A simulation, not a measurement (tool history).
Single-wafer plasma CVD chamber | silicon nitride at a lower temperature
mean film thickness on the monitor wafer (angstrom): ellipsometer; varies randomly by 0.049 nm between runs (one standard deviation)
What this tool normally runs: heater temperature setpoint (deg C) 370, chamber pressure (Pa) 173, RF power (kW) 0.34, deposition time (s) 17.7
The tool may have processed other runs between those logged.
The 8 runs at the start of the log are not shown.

run   hour  heater temperature setpoint (deg C)  chamber pressure (Pa)  RF power (kW)  deposition time (s)  wafers since the last listed run  hours since the last thermocouple change  hours since the last RF generator calibration  hours since the last manometer calibration  hours since the showerhead was replaced  hours since the gauge calibration  read-back reference wafer on the same gauge, thickness_nm  mean film thickness on the monitor wafer (angstrom)
  9  171.9                                  370                    173           0.34                 20.5                               576                                    1788.7                                          718.6                                      2447.6                                   5925.4                              577.5                                                     21.578                                               260.57
 10  241.5                                  370                    159           0.34                 17.7                              1417                                    1858.3                                          788.2                                      2517.2                                     5995                              647.1                                                     21.596                                               220.41
     257.4  -- capacitance manometer re-zeroed and calibrated
 11  273.8                                  370                    159           0.34                 17.7                               494                                    1890.6                                          820.5                                        16.4                                   6027.3                              679.4                                                     21.618                                               219.81
 12  311.2                                  370                    159           0.34                 17.7                               761                                      1928                                          857.9                                        53.8                                   6064.7                              716.8                                                     21.641                                               219.96
 13  328.9                                  364                    173           0.34                 17.7                               360                                    1945.7                                          875.6                                        71.5                                   6082.4                              734.5                                                     21.645                                               227.07
 14  344.2                                  370                    208           0.34                 17.7                               311                                      1961                                          890.9                                        86.8                                   6097.7                              749.8                                                     21.646                                               236.38
 15  360.3                                  355                    173           0.34                 17.7                               327                                    1977.1                                            907                                       102.9                                   6113.8                              765.9                                                     21.653                                               227.72
     368.5  -- showerhead replaced
 16    395                                  370                    173           0.34                 17.7                               543                                    2011.8                                          941.7                                       137.6                                     26.5                              800.6                                                     21.649                                               225.99
 17  459.6                                  370                    173           0.34                 17.7                              1315                                    2076.4                                         1006.3                                       202.2                                     91.1                              865.2                                                     21.661                                               226.69
 18  493.1                                  380                    141           0.34                 17.7                               682                                    2109.9                                         1039.8                                       235.7                                    124.6                              898.7                                                     21.687                                                212.4
 19  516.7                                  362                    173           0.34                 15.4                               480                                    2133.5                                         1063.4                                       259.3                                    148.2                              922.3                                                     21.706                                               197.25
 20  548.7                                  370                    149           0.39                 17.7                               651                                    2165.5                                         1095.4                                       291.3                                    180.2                              954.3                                                     21.688                                                234.4
     549.9  -- gauge calibrated
     567.1  -- RF generator calibrated
 21  582.8                                  370                    184           0.37                 19.1                               531                                    2199.6                                           15.7                                       325.4                                    214.3                               32.9                                                     21.436                                               257.81
 22  608.7                                  370                    173           0.34                 17.7                               527                                    2225.5                                           41.6                                       351.3                                    240.2                               58.8                                                     21.438                                               222.82
     624.9  -- thermocouple changed; heater temperature recalibrated
 23  625.4                                  370                    149           0.39                 17.7                               177                                       0.5                                           58.3                                         368                                    256.9                               75.5                                                     21.439                                               231.49
 24  651.3                                  385                    212           0.34                 20.3                               527                                      26.4                                           84.2                                       393.9                                    282.8                              101.4                                                     21.457                                               270.61
 25  667.3                                  370                    173           0.34                 17.7                               325                                      42.4                                          100.2                                       409.9                                    298.8                              117.4                                                     21.452                                                224.6
 26  698.5                                  375                    173           0.37                 17.7                               635                                      73.6                                          131.4                                       441.1                                      330                              148.6                                                     21.465                                               235.65
 27  725.9                                  383                    213           0.34                 17.7                               558                                       101                                          158.8                                       468.5                                    357.4                                176                                                     21.474                                               237.11
 28  810.5                                  370                    173           0.34                 20.4                              1722                                     185.6                                          243.4                                       553.1                                      442                              260.6                                                     21.484                                               257.99
 29  826.5                                  375                    144          0.375                 17.7                               325                                     201.6                                          259.4                                       569.1                                      458                              276.6                                                     21.496                                               224.55
 30  847.5                                  370                    173           0.39                 17.7                               427                                     222.6                                          280.4                                       590.1                                      479                              297.6                                                     21.506                                               242.49

Alternative continuations, all from the tool just after run 30; predict every row:
  A  847.9                                  370                    173           0.34                 15.1                                 8                                       223                                          280.8                                       590.5                                    479.4                                298                                                          ?                                                    ?
  B  847.9                                  360                    173           0.34                 18.9                                 8                                       223                                          280.8                                       590.5                                    479.4                                298                                                          ?                                                    ?
  C  847.9                                  370                    173          0.275                 17.7                                 8                                       223                                          280.8                                       590.5                                    479.4                                298                                                          ?                                                    ?

run  read-back reference wafer on the same gauge, thickness_nm  mean film thickness on the monitor wafer (angstrom)
  A                                                       21.5                                                191.8
  B                                                       21.5                                               240.79
  C                                                       21.5                                               197.81
Had the tool no hidden state, the same runs would have come out as:
run  mean film thickness on the monitor wafer (angstrom)
  A                                               190.83
  B                                               239.56
  C                                                196.8

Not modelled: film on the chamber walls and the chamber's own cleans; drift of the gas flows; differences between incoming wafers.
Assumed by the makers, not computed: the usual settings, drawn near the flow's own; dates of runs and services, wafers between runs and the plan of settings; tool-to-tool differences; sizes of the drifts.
